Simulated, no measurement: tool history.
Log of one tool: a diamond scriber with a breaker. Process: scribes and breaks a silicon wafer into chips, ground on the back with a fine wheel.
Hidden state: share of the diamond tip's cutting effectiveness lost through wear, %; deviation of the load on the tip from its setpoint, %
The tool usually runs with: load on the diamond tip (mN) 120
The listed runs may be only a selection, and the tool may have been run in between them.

run,hour,load on the diamond tip (mN),wafers since the last listed run,hours since the diamond tip was replaced,hours since the load on the tip was calibrated,"incoming depth of the damage left on the back of the incoming wafer, um",depth of the median crack under the scribed line (um),chips rejected at inspection after the break (%)
1,0,104,0,391.2,896.4,2.03,9.43,15.2
2,23.1,104,70,414.3,919.5,2.66,9.26,16.08
3,40,104,51,431.2,936.4,1.75,9.24,14.92
4,53.3,135,40,444.5,949.7,2.22,12.04,3.13
5,151.8,135,301,543,1048.2,2.01,11.72,3.44
6,166.3,120,44,557.5,1062.7,2.91,10.4,8.89
7,191,120,75,582.2,1087.4,2.45,10.28,8.37
8,213.1,146,67,604.3,1109.5,1.86,12.48,2.02
9,247.3,98,104,638.5,1143.7,2.6,8.37,25.96
10,265.1,98,54,656.3,1161.5,2.13,8.1,26.01
11,293.2,120,85,684.4,1189.6,2.05,10.08,9.94
12,318.6,120,77,709.8,1215,2.19,9.9,10.17
13,352.4,120,103,743.6,1248.8,1.94,10.06,10.77
14,369.7,120,52,760.9,1266.1,2.4,10.14,11.74
15,393.8,120,73,785,1290.2,1.57,9.74,10.24
16,418.7,120,76,809.9,1315.1,2.73,9.8,12.96
17,431.9,120,40,823.1,1328.3,1.95,9.56,12.88
18,460.6,120,87,851.8,1357,2.96,9.85,13.97
19,477,97,50,868.2,1373.4,1.51,7.48,28.89
# hour 491.8: diamond tip replaced by a new one
20,492.3,93,40,0.5,1388.7,2.83,8.29,24.6
21,520.1,145,85,28.3,1416.5,1.74,13.2,1.76
22,546.7,130,81,54.9,1443.1,2.89,11.87,4.04
23,575.6,108,88,83.8,1472,1.62,9.51,10.38
24,592.1,139,50,100.3,1488.5,2.69,12.76,2.54
25,625.1,120,100,133.3,1521.5,2.45,11,6.37
26,658,141,100,166.2,1554.4,2.04,12.73,2.04
27,690.5,86,99,198.7,1586.9,1.82,7.44,30.26
# hour 773: load on the tip recalibrated
28,792.8,96,306,301,19.8,1.78,10.46,8.69
29,827.6,120,106,335.8,54.6,2.37,12.86,2.11
30,841.2,149,41,349.4,68.2,2.06,15.65,5.25
31,913.6,103,221,421.8,140.6,1.84,10.66,6.77
32,932.2,137,56,440.4,159.2,2.57,14.27,2.65
33,966,107,103,474.2,193,2.73,10.99,6.79
34,991.1,133,76,499.3,218.1,2.19,13.14,1.99
35,1021.1,120,91,529.3,248.1,1.8,11.97,2.57
36,1035.6,120,44,543.8,262.6,2.89,11.9,3.64
37,1078.7,120,131,586.9,305.7,1.92,11.65,3.15
38,1101.8,94,70,610,328.8,2.21,8.84,16.67
39,1120.3,136,56,628.5,347.3,2.89,12.94,2.4
40,1150.9,91,93,659.1,377.9,1.7,8.45,22.94
41,1169.5,85,56,677.7,396.5,2.13,7.83,30.47

3 options for the next run, each taken on its own from the tool as it stands now. Forecast them:
A,1170,120,1,678.2,397,2.1,?,?
B,1170,90,1,678.2,397,2.1,?,?
C,1170,152,1,678.2,397,2.1,?,?

run,depth of the median crack under the scribed line (um),chips rejected at inspection after the break (%)
A,11.28,4.13
B,8.19,22.46
C,14.17,2.37
Take away the tool's hidden state, keep each run's random variation, and the runs would have read:
run,depth of the median crack under the scribed line (um),chips rejected at inspection after the break (%)
A,13.06,1.76
B,9.48,12.27
C,16.4,6.81
